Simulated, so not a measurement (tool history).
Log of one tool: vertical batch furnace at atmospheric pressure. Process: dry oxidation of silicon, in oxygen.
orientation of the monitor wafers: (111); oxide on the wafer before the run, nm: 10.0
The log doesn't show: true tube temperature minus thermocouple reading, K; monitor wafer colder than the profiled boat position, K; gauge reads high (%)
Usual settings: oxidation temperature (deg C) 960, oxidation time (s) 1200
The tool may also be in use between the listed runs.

run,hour,oxidation temperature (deg C),oxidation time (s),wafers since the last listed run,hours since the last temperature calibration,hours since the boat lift was adjusted,hours since the gauge calibration,"read-back reference wafer on the same gauge, thickness",oxide thickness on the monitor wafer (Å)
1,0,968,1200,0,2513.3,2715.5,1511.2,26.79,279
2,98.8,968,1200,2012,2612.1,2814.3,1610,26.82,278.6
3,123,945,1200,492,2636.3,2838.5,1634.2,26.79,240.1
4,147.9,945,1200,507,2661.2,2863.4,1659.1,26.81,241.1
5,181.8,945,1200,690,2695.1,2897.3,1693,26.76,241.1
6,240.5,960,810,1195,2753.8,2956,1751.7,26.79,218.5
7,292.8,960,810,1065,2806.1,3008.3,1804,26.79,217.1
8,356.4,960,810,1295,2869.7,3071.9,1867.6,26.79,217.9
9,426.1,967,1200,1419,2939.4,3141.6,1937.3,26.78,276.8
10,458.7,960,1200,663,2972,3174.2,1969.9,26.8,266.1
# hour 511.7: boat lift adjusted
11,520.9,960,1200,778,3034.2,9.2,2032.1,26.78,270.9
12,568,960,1200,959,3081.3,56.3,2079.2,26.83,270.9
# hour 598.3: thermocouples replaced and temperature profile calibrated
# hour 623.3: gauge calibrated
13,638.5,960,1200,947,40.2,126.8,15.2,26.78,264.1
14,687.6,960,1200,1000,89.3,175.9,64.3,26.78,264.5
15,733.3,960,1200,930,135,221.6,110,26.79,263.9
16,802.1,953,1680,1401,203.8,290.4,178.8,26.83,301
17,869.4,953,1680,1370,271.1,357.7,246.1,26.79,302
18,921.9,960,1200,1069,323.6,410.2,298.6,26.8,265.2
19,981.6,944,780,1215,383.3,469.9,358.3,26.81,194.8
20,1039.4,942,1680,1177,441.1,527.7,416.1,26.81,281.8
21,1073.6,978,1200,696,475.3,561.9,450.3,26.79,296.8
22,1142,971,1590,1393,543.7,630.3,518.7,26.8,331.2
23,1194.9,977,630,1077,596.6,683.2,571.6,26.81,212.2
24,1253.7,960,1620,1197,655.4,742,630.4,26.82,309.6
25,1292.8,960,1200,796,694.5,781.1,669.5,26.81,265.7
26,1320.8,972,900,570,722.5,809.1,697.5,26.79,246.1
27,1365.1,940,1710,902,766.8,853.4,741.8,26.8,279.9
28,1415.9,976,990,1034,817.6,904.2,792.6,26.81,264.9
29,1473.4,984,690,1171,875.1,961.7,850.1,26.81,230.8
30,1505.9,939,1680,661,907.6,994.2,882.6,26.77,273.8
31,1551.8,960,1770,934,953.5,1040.1,928.5,26.79,324.4
32,1606.6,945,1200,1116,1008.3,1094.9,983.3,26.8,240.7
33,1660.6,943,1200,1099,1062.3,1148.9,1037.3,26.81,236.3
34,1701,960,840,822,1102.7,1189.3,1077.7,26.78,220.5
35,1768.9,960,1200,1382,1170.6,1257.2,1145.6,26.81,263.5
36,1805.3,976,1530,741,1207,1293.6,1182,26.81,335.2
37,1875.7,960,1590,1433,1277.4,1364,1252.4,26.8,309.8
38,1908.2,960,810,661,1309.9,1396.5,1284.9,26.78,218.3

The tool's hidden state at each run:
gauge reads high (%): 0 in every run
H1: true tube temperature minus thermocouple reading, K
H2: monitor wafer colder than the profiled boat position, K
run,H1,H2
1,3.45,3.17
2,3.72,3.36
3,3.79,3.41
4,3.86,3.46
5,3.96,3.53
6,4.13,3.64
7,4.29,3.75
8,4.49,3.89
9,4.7,4.04
10,4.81,4.11
11,5.01,0.734
12,5.16,0.735
13,0.393,0.74
14,0.396,0.745
15,0.402,0.751
16,0.414,0.764
17,0.432,0.779
18,0.448,0.793
19,0.471,0.811
20,0.497,0.831
21,0.514,0.844
22,0.551,0.872
23,0.584,0.896
24,0.624,0.925
25,0.652,0.946
26,0.674,0.962
27,0.709,0.987
28,0.753,1.02
29,0.805,1.06
30,0.836,1.08
31,0.883,1.11
32,0.941,1.15
33,1,1.19
34,1.05,1.23
35,1.13,1.28
36,1.18,1.32
37,1.27,1.38
38,1.32,1.41

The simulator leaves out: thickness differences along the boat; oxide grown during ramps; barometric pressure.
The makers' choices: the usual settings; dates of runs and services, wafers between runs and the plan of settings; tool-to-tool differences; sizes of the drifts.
